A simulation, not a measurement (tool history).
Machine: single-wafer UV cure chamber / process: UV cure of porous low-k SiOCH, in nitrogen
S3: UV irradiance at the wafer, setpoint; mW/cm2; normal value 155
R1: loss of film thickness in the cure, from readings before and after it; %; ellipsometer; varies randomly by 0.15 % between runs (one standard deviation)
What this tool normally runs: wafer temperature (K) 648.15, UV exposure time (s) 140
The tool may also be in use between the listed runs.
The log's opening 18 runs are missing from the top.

{"run": 19, "hour": 1021.0, "wafer temperature (K)": 648.15, "UV exposure time (s)": 140, "S3": 155, "R1": 10.848}
{"run": 20, "hour": 1091.4, "wafer temperature (K)": 648.15, "UV exposure time (s)": 140, "S3": 155, "R1": 10.582}
{"hour": 1145.7, "done": "UV bulbs replaced"}
{"run": 21, "hour": 1162.0, "wafer temperature (K)": 648.15, "UV exposure time (s)": 140, "S3": 155, "R1": 12.171}
{"run": 22, "hour": 1193.4, "wafer temperature (K)": 640.15, "UV exposure time (s)": 80, "S3": 155, "R1": 9.276}
{"run": 23, "hour": 1233.8, "wafer temperature (K)": 648.15, "UV exposure time (s)": 140, "S3": 155, "R1": 12.039}
{"run": 24, "hour": 1269.4, "wafer temperature (K)": 660.15, "UV exposure time (s)": 140, "S3": 175, "R1": 13.152}
{"run": 25, "hour": 1340.1, "wafer temperature (K)": 648.15, "UV exposure time (s)": 140, "S3": 155, "R1": 12.086}
{"run": 26, "hour": 1409.6, "wafer temperature (K)": 638.15, "UV exposure time (s)": 140, "S3": 155, "R1": 12.146}
{"run": 27, "hour": 1481.6, "wafer temperature (K)": 665.15, "UV exposure time (s)": 170, "S3": 118, "R1": 12.122}
{"run": 28, "hour": 1538.4, "wafer temperature (K)": 648.15, "UV exposure time (s)": 140, "S3": 155, "R1": 12.382}
{"run": 29, "hour": 1563.9, "wafer temperature (K)": 664.15, "UV exposure time (s)": 70, "S3": 139, "R1": 8.547}
{"run": 30, "hour": 1610.0, "wafer temperature (K)": 648.15, "UV exposure time (s)": 195, "S3": 155, "R1": 13.79}
{"run": 31, "hour": 1647.8, "wafer temperature (K)": 659.15, "UV exposure time (s)": 140, "S3": 133, "R1": 11.641}
{"run": 32, "hour": 1685.2, "wafer temperature (K)": 648.15, "UV exposure time (s)": 140, "S3": 155, "R1": 12.051}
{"hour": 1697.9, "done": "quartz window cleaned"}
{"run": 33, "hour": 1738.9, "wafer temperature (K)": 661.15, "UV exposure time (s)": 200, "S3": 142, "R1": 13.858}
{"run": 34, "hour": 1797.1, "wafer temperature (K)": 663.15, "UV exposure time (s)": 85, "S3": 190, "R1": 10.923}
{"run": 35, "hour": 1842.4, "wafer temperature (K)": 642.15, "UV exposure time (s)": 140, "S3": 134, "R1": 11.326}
{"run": 36, "hour": 1902.0, "wafer temperature (K)": 648.15, "UV exposure time (s)": 140, "S3": 155, "R1": 11.869}
{"run": 37, "hour": 1960.6, "wafer temperature (K)": 639.15, "UV exposure time (s)": 140, "S3": 155, "R1": 11.683}
{"run": 38, "hour": 2001.1, "wafer temperature (K)": 648.15, "UV exposure time (s)": 180, "S3": 144, "R1": 12.949}
{"run": 39, "hour": 2029.4, "wafer temperature (K)": 629.15, "UV exposure time (s)": 85, "S3": 167, "R1": 9.545}
{"run": 40, "hour": 2072.5, "wafer temperature (K)": 641.15, "UV exposure time (s)": 175, "S3": 185, "R1": 13.771}
{"run": 41, "hour": 2135.4, "wafer temperature (K)": 648.15, "UV exposure time (s)": 140, "S3": 143, "R1": 11.57}
{"run": 42, "hour": 2165.5, "wafer temperature (K)": 648.15, "UV exposure time (s)": 200, "S3": 185, "R1": 14.621}

Below are 3 alternative next runs, each starting from the tool's condition after run 42. Predict each:
{"run": "A", "hour": 2166.0, "wafer temperature (K)": 648.15, "UV exposure time (s)": 140, "S3": 155, "R1": "?"}
{"run": "B", "hour": 2166.0, "wafer temperature (K)": 656.15, "UV exposure time (s)": 190, "S3": 142, "R1": "?"}
{"run": "C", "hour": 2166.0, "wafer temperature (K)": 662.15, "UV exposure time (s)": 80, "S3": 155, "R1": "?"}

run=A R1=11.855
run=B R1=13.102
run=C R1=9.448
Had the tool no hidden state, the same runs would have come out as:
run=A R1=12.301
run=B R1=13.560
run=C R1=9.871
